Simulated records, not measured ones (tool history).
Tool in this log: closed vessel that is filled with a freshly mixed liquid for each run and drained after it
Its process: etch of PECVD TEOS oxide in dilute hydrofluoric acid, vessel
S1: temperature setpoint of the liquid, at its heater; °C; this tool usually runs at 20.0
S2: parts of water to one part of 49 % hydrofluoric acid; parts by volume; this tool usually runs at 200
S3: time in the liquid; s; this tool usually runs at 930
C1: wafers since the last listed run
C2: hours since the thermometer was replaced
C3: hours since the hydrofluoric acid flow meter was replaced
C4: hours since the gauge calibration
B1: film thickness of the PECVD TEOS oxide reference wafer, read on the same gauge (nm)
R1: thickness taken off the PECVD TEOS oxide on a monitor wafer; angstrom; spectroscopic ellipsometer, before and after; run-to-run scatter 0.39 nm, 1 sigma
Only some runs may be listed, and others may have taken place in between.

{"run": 1, "hour": 0.0, "S1": 19.0, "S2": 200, "S3": 930, "C1": 0, "C2": 1671.3, "C3": 1259.6, "C4": 295.3, "B1": 79.98, "R1": 596.0}
{"run": 2, "hour": 37.4, "S1": 19.0, "S2": 200, "S3": 930, "C1": 2523, "C2": 1708.7, "C3": 1297.0, "C4": 332.7, "B1": 80.0, "R1": 599.4}
{"run": 3, "hour": 118.6, "S1": 20.0, "S2": 200, "S3": 930, "C1": 5477, "C2": 1789.9, "C3": 1378.2, "C4": 413.9, "B1": 79.98, "R1": 619.8}
{"run": 4, "hour": 194.3, "S1": 20.0, "S2": 260, "S3": 930, "C1": 5106, "C2": 1865.6, "C3": 1453.9, "C4": 489.6, "B1": 80.02, "R1": 453.5}
{"run": 5, "hour": 279.0, "S1": 20.0, "S2": 260, "S3": 930, "C1": 5714, "C2": 1950.3, "C3": 1538.6, "C4": 574.3, "B1": 80.0, "R1": 454.9}
{"run": 6, "hour": 375.7, "S1": 20.0, "S2": 250, "S3": 1275, "C1": 6523, "C2": 2047.0, "C3": 1635.3, "C4": 671.0, "B1": 80.03, "R1": 662.0}
{"run": 7, "hour": 454.9, "S1": 20.0, "S2": 200, "S3": 930, "C1": 5342, "C2": 2126.2, "C3": 1714.5, "C4": 750.2, "B1": 79.99, "R1": 629.2}
{"hour": 500.8, "done": "gauge calibrated"}
{"run": 8, "hour": 520.0, "S1": 20.0, "S2": 200, "S3": 930, "C1": 4391, "C2": 2191.3, "C3": 1779.6, "C4": 19.2, "B1": 80.04, "R1": 629.7}
{"run": 9, "hour": 624.2, "S1": 20.0, "S2": 200, "S3": 930, "C1": 7029, "C2": 2295.5, "C3": 1883.8, "C4": 123.4, "B1": 79.99, "R1": 642.4}
{"hour": 671.3, "done": "thermometer replaced"}
{"run": 10, "hour": 685.9, "S1": 20.0, "S2": 200, "S3": 930, "C1": 4094, "C2": 14.6, "C3": 1945.5, "C4": 185.1, "B1": 80.0, "R1": 559.7}
{"run": 11, "hour": 769.3, "S1": 20.0, "S2": 260, "S3": 930, "C1": 5626, "C2": 98.0, "C3": 2028.9, "C4": 268.5, "B1": 80.04, "R1": 411.8}
{"run": 12, "hour": 875.4, "S1": 23.5, "S2": 200, "S3": 930, "C1": 7157, "C2": 204.1, "C3": 2135.0, "C4": 374.6, "B1": 80.04, "R1": 656.1}
{"run": 13, "hour": 922.2, "S1": 20.0, "S2": 200, "S3": 1400, "C1": 3157, "C2": 250.9, "C3": 2181.8, "C4": 421.4, "B1": 79.99, "R1": 861.9}
{"hour": 945.2, "done": "hydrofluoric acid flow meter replaced"}
{"run": 14, "hour": 1001.5, "S1": 24.0, "S2": 200, "S3": 435, "C1": 5282, "C2": 330.2, "C3": 56.3, "C4": 500.7, "B1": 79.99, "R1": 313.5}
{"run": 15, "hour": 1083.5, "S1": 17.0, "S2": 200, "S3": 930, "C1": 5531, "C2": 412.2, "C3": 138.3, "C4": 582.7, "B1": 80.05, "R1": 519.9}
{"run": 16, "hour": 1160.9, "S1": 20.0, "S2": 235, "S3": 1210, "C1": 5221, "C2": 489.6, "C3": 215.7, "C4": 660.1, "B1": 80.0, "R1": 620.3}
{"run": 17, "hour": 1225.7, "S1": 20.0, "S2": 125, "S3": 660, "C1": 4371, "C2": 554.4, "C3": 280.5, "C4": 724.9, "B1": 79.96, "R1": 718.2}
{"hour": 1324.3, "done": "gauge calibrated"}
{"run": 18, "hour": 1325.9, "S1": 20.0, "S2": 235, "S3": 930, "C1": 6759, "C2": 654.6, "C3": 380.7, "C4": 1.6, "B1": 80.02, "R1": 481.8}

Difference, measured minus no-hidden-state, one row per run. Run-to-run variation is common to both terms; the gauge's own scatter need not be:
Hidden state at play: liquid hotter than its thermometer reads (K); hydrofluoric acid flow below the setpoint (%); gauge reads high (%).
run=1 R1=+49.5
run=2 R1=+50.6
run=3 R1=+53.7
run=4 R1=+39.3
run=5 R1=+40.8
run=6 R1=+62.1
run=7 R1=+62.7
run=8 R1=+64.4
run=9 R1=+68.3
run=10 R1=+0.7
run=11 R1=+1.8
run=12 R1=+5.8
run=13 R1=+9.9
run=14 R1=+4.5
run=15 R1=+9.8
run=16 R1=+13.2
run=17 R1=+18.3
run=18 R1=+13.6

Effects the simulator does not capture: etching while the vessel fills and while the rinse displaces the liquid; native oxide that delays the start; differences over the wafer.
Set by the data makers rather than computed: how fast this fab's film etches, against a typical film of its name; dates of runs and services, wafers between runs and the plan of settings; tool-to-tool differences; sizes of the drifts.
